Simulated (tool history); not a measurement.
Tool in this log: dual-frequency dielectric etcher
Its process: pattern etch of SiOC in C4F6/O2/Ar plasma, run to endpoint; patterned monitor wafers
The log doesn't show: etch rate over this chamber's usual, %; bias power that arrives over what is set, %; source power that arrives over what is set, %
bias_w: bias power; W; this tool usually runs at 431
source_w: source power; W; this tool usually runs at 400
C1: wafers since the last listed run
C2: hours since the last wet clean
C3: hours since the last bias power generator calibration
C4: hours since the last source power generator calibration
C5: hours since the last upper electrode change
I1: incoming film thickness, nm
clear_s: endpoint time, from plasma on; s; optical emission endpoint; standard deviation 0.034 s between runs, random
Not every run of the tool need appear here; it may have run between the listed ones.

Run 1, hour 0.0: usual settings but source_w 370 W; C1 0; C2 343.8; C3 1735.9; C4 1464.6; C5 5007.1; I1 24.95. Result: clear_s 8.6 s.
Run 2, hour 62.9: usual settings but source_w 370 W; C1 941; C2 406.7; C3 1798.8; C4 1527.5; C5 5070.0; I1 25.00. Result: clear_s 8.7 s.
At hour 113.3: wet clean of the chamber.
Run 3, hour 135.4: usual settings but source_w 370 W; C1 725; C2 22.1; C3 1871.3; C4 1600.0; C5 5142.5; I1 24.97. Result: clear_s 8.5 s.
Run 4, hour 205.4: usual settings; C1 1047; C2 92.1; C3 1941.3; C4 1670.0; C5 5212.5; I1 24.95. Result: clear_s 8.3 s.
Run 5, hour 307.6: usual settings but source_w 470 W; C1 1529; C2 194.3; C3 2043.5; C4 1772.2; C5 5314.7; I1 25.22. Result: clear_s 8.0 s.
Run 6, hour 360.5: usual settings but bias_w 511 W; C1 791; C2 247.2; C3 2096.4; C4 1825.1; C5 5367.6; I1 25.26. Result: clear_s 8.0 s.
Run 7, hour 448.6: usual settings but bias_w 511 W; C1 1318; C2 335.3; C3 2184.5; C4 1913.2; C5 5455.7; I1 24.87. Result: clear_s 7.9 s.
At hour 496.0: wet clean of the chamber.
Run 8, hour 542.0: usual settings but source_w 430 W; C1 1038; C2 46.0; C3 2277.9; C4 2006.6; C5 5549.1; I1 25.16. Result: clear_s 8.1 s.
At hour 574.2: bias power generator calibrated.
At hour 587.6: upper electrode replaced.
At hour 594.0: source power generator calibrated.
Run 9, hour 594.5: usual settings; C1 466; C2 98.5; C3 20.3; C4 0.5; C5 6.9; I1 25.05. Result: clear_s 8.3 s.
Run 10, hour 648.3: usual settings; C1 804; C2 152.3; C3 74.1; C4 54.3; C5 60.7; I1 24.97. Result: clear_s 8.3 s.
Run 11, hour 727.5: usual settings but bias_w 390 W, source_w 480 W; C1 1184; C2 231.5; C3 153.3; C4 133.5; C5 139.9; I1 25.01. Result: clear_s 8.1 s.
Run 12, hour 814.7: usual settings but bias_w 500 W, source_w 430 W; C1 1304; C2 318.7; C3 240.5; C4 220.7; C5 227.1; I1 25.09. Result: clear_s 7.8 s.
Run 13, hour 878.7: usual settings but bias_w 351 W, source_w 370 W; C1 957; C2 382.7; C3 304.5; C4 284.7; C5 291.1; I1 25.05. Result: clear_s 9.3 s.
At hour 920.1: wet clean of the chamber.
Run 14, hour 932.2: usual settings; C1 441; C2 12.1; C3 358.0; C4 338.2; C5 344.6; I1 24.99. Result: clear_s 8.3 s.
Run 15, hour 980.9: usual settings but bias_w 341 W, source_w 460 W; C1 728; C2 60.8; C3 406.7; C4 386.9; C5 393.3; I1 25.00. Result: clear_s 8.6 s.
Run 16, hour 1071.4: usual settings but bias_w 498 W, source_w 350 W; C1 1353; C2 151.3; C3 497.2; C4 477.4; C5 483.8; I1 25.06. Result: clear_s 8.3 s.

Alternative continuations, all from the tool just after run 16; predict every row:
Run A, hour 1071.8: usual settings; C1 5; C2 151.7; C3 497.6; C4 477.8; C5 484.2; I1 25.11. Result: clear_s ?.
Run B, hour 1071.8: usual settings but bias_w 400 W, source_w 330 W; C1 5; C2 151.7; C3 497.6; C4 477.8; C5 484.2; I1 25.11. Result: clear_s ?.
Run C, hour 1071.8: usual settings but bias_w 480 W; C1 5; C2 151.7; C3 497.6; C4 477.8; C5 484.2; I1 25.11. Result: clear_s ?.
Run D, hour 1071.8: usual settings but bias_w 532 W, source_w 500 W; C1 5; C2 151.7; C3 497.6; C4 477.8; C5 484.2; I1 25.11. Result: clear_s ?.

run  clear_s
  A      8.4
  B      9.2
  C      8.1
  D      7.2
The same runs, with their run-to-run variation unchanged, on a tool lacking any hidden condition would have given:
run  clear_s
  A      8.3
  B      9.2
  C      8.0
  D      7.1
